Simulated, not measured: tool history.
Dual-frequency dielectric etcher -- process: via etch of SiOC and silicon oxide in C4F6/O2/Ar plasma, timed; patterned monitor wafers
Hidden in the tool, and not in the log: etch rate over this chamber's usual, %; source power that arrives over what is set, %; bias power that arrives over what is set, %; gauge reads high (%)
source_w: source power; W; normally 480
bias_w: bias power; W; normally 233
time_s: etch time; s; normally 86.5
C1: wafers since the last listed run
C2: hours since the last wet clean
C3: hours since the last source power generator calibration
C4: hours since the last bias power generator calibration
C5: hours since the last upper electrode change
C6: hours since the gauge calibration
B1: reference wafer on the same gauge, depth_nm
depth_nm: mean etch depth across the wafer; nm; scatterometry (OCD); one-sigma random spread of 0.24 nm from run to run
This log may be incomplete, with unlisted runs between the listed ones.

{"run": 1, "day": 0.0, "source_w": 530, "bias_w": 233, "time_s": 86.5, "C1": 0, "C2": 437.3, "C3": 2254, "C4": 1663.8, "C5": 1843.4, "C6": 619.7, "B1": 130, "depth_nm": 119.5}
{"run": 2, "day": 2.088, "source_w": 480, "bias_w": 233, "time_s": 86.5, "C1": 484, "C2": 487.4, "C3": 2304.1, "C4": 1713.9, "C5": 1893.5, "C6": 669.8, "B1": 130.1, "depth_nm": 112.1}
{"day": 4.283, "done": "wet clean of the chamber"}
{"run": 3, "day": 4.304, "source_w": 480, "bias_w": 233, "time_s": 86.5, "C1": 282, "C2": 0.5, "C3": 2357.3, "C4": 1767.1, "C5": 1946.7, "C6": 723, "B1": 130, "depth_nm": 112.2}
{"run": 4, "day": 6.092, "source_w": 480, "bias_w": 233, "time_s": 103.5, "C1": 415, "C2": 43.4, "C3": 2400.2, "C4": 1810, "C5": 1989.6, "C6": 765.9, "B1": 130, "depth_nm": 133.9}
{"run": 5, "day": 7.925, "source_w": 480, "bias_w": 233, "time_s": 86.5, "C1": 425, "C2": 87.4, "C3": 2444.2, "C4": 1854, "C5": 2033.6, "C6": 809.9, "B1": 130, "depth_nm": 112}
{"run": 6, "day": 10.304, "source_w": 480, "bias_w": 233, "time_s": 86.5, "C1": 552, "C2": 144.5, "C3": 2501.3, "C4": 1911.1, "C5": 2090.7, "C6": 867, "B1": 130, "depth_nm": 112.3}
{"run": 7, "day": 11.575, "source_w": 480, "bias_w": 233, "time_s": 86.5, "C1": 295, "C2": 175, "C3": 2531.8, "C4": 1941.6, "C5": 2121.2, "C6": 897.5, "B1": 129.9, "depth_nm": 112.4}
{"run": 8, "day": 13.479, "source_w": 480, "bias_w": 233, "time_s": 86.5, "C1": 442, "C2": 220.7, "C3": 2577.5, "C4": 1987.3, "C5": 2166.9, "C6": 943.2, "B1": 129.9, "depth_nm": 112}
{"run": 9, "day": 14.875, "source_w": 480, "bias_w": 233, "time_s": 105.5, "C1": 324, "C2": 254.2, "C3": 2611, "C4": 2020.8, "C5": 2200.4, "C6": 976.7, "B1": 129.9, "depth_nm": 137.2}
{"run": 10, "day": 17.725, "source_w": 480, "bias_w": 233, "time_s": 105.5, "C1": 662, "C2": 322.6, "C3": 2679.4, "C4": 2089.2, "C5": 2268.8, "C6": 1045.1, "B1": 130.1, "depth_nm": 137.4}
{"day": 19.479, "done": "upper electrode replaced"}
{"run": 11, "day": 19.5, "source_w": 480, "bias_w": 233, "time_s": 86.5, "C1": 180, "C2": 365.2, "C3": 2722, "C4": 2131.8, "C5": 0.5, "C6": 1087.7, "B1": 129.9, "depth_nm": 112.2}
{"day": 20.65, "done": "source power generator calibrated"}
{"run": 12, "day": 21.838, "source_w": 480, "bias_w": 233, "time_s": 86.5, "C1": 504, "C2": 421.3, "C3": 28.5, "C4": 2187.9, "C5": 56.6, "C6": 1143.8, "B1": 130, "depth_nm": 112.4}
{"run": 13, "day": 24.525, "source_w": 480, "bias_w": 233, "time_s": 86.5, "C1": 624, "C2": 485.8, "C3": 93, "C4": 2252.4, "C5": 121.1, "C6": 1208.3, "B1": 130, "depth_nm": 112.3}
{"day": 27.812, "done": "wet clean of the chamber"}
{"run": 14, "day": 27.833, "source_w": 410, "bias_w": 279, "time_s": 64, "C1": 536, "C2": 0.5, "C3": 172.4, "C4": 2331.8, "C5": 200.5, "C6": 1287.7, "B1": 130, "depth_nm": 79.9}
{"run": 15, "day": 29.642, "source_w": 480, "bias_w": 233, "time_s": 86.5, "C1": 420, "C2": 43.9, "C3": 215.8, "C4": 2375.2, "C5": 243.9, "C6": 1331.1, "B1": 130.1, "depth_nm": 112.8}
{"run": 16, "day": 30.942, "source_w": 480, "bias_w": 277, "time_s": 65.5, "C1": 302, "C2": 75.1, "C3": 247, "C4": 2406.4, "C5": 275.1, "C6": 1362.3, "B1": 130, "depth_nm": 90.4}
{"day": 32.508, "done": "bias power generator calibrated"}
{"run": 17, "day": 32.529, "source_w": 480, "bias_w": 260, "time_s": 110.5, "C1": 330, "C2": 113.2, "C3": 285.1, "C4": 0.5, "C5": 313.2, "C6": 1400.4, "B1": 129.9, "depth_nm": 149.1}
{"day": 33.429, "done": "gauge calibrated"}
{"run": 18, "day": 34.729, "source_w": 480, "bias_w": 275, "time_s": 73.5, "C1": 511, "C2": 166, "C3": 337.9, "C4": 53.3, "C5": 366, "C6": 31.2, "B1": 130, "depth_nm": 101.5}
{"run": 19, "day": 36.204, "source_w": 410, "bias_w": 208, "time_s": 86.5, "C1": 342, "C2": 201.4, "C3": 373.3, "C4": 88.7, "C5": 401.4, "C6": 66.6, "B1": 130, "depth_nm": 97.7}
{"run": 20, "day": 38.104, "source_w": 480, "bias_w": 263, "time_s": 63.5, "C1": 441, "C2": 247, "C3": 418.9, "C4": 134.3, "C5": 447, "C6": 112.2, "B1": 130, "depth_nm": 85.9}
{"run": 21, "day": 40.533, "source_w": 480, "bias_w": 233, "time_s": 103.5, "C1": 564, "C2": 305.3, "C3": 477.2, "C4": 192.6, "C5": 505.3, "C6": 170.5, "B1": 130, "depth_nm": 134.7}
{"run": 22, "day": 42.742, "source_w": 480, "bias_w": 233, "time_s": 86.5, "C1": 513, "C2": 358.3, "C3": 530.2, "C4": 245.6, "C5": 558.3, "C6": 223.5, "B1": 130, "depth_nm": 112}
{"run": 23, "day": 44.788, "source_w": 420, "bias_w": 192, "time_s": 73.5, "C1": 475, "C2": 407.4, "C3": 579.3, "C4": 294.7, "C5": 607.4, "C6": 272.6, "B1": 129.9, "depth_nm": 82}
{"run": 24, "day": 47.283, "source_w": 430, "bias_w": 210, "time_s": 95.5, "C1": 579, "C2": 467.3, "C3": 639.2, "C4": 354.6, "C5": 667.3, "C6": 332.5, "B1": 130, "depth_nm": 111.3}

Below are 4 alternative next runs, each starting from the tool's condition after run 24. Predict each:
{"run": "A", "day": 47.3, "source_w": 480, "bias_w": 233, "time_s": 86.5, "C1": 3, "C2": 467.7, "C3": 639.6, "C4": 355, "C5": 667.7, "C6": 332.9, "B1": "?", "depth_nm": "?"}
{"run": "B", "day": 47.3, "source_w": 400, "bias_w": 196, "time_s": 74.5, "C1": 3, "C2": 467.7, "C3": 639.6, "C4": 355, "C5": 667.7, "C6": 332.9, "B1": "?", "depth_nm": "?"}
{"run": "C", "day": 47.3, "source_w": 550, "bias_w": 208, "time_s": 111, "C1": 3, "C2": 467.7, "C3": 639.6, "C4": 355, "C5": 667.7, "C6": 332.9, "B1": "?", "depth_nm": "?"}
{"run": "D", "day": 47.3, "source_w": 530, "bias_w": 256, "time_s": 86.5, "C1": 3, "C2": 467.7, "C3": 639.6, "C4": 355, "C5": 667.7, "C6": 332.9, "B1": "?", "depth_nm": "?"}

run=A B1=130 depth_nm=112
run=B B1=130 depth_nm=80.7
run=C B1=130 depth_nm=149.9
run=D B1=130 depth_nm=122.8
Without the tool's unlogged condition, the same runs would have read:
run=A depth_nm=112
run=B depth_nm=80.7
run=C depth_nm=149.9
run=D depth_nm=122.8
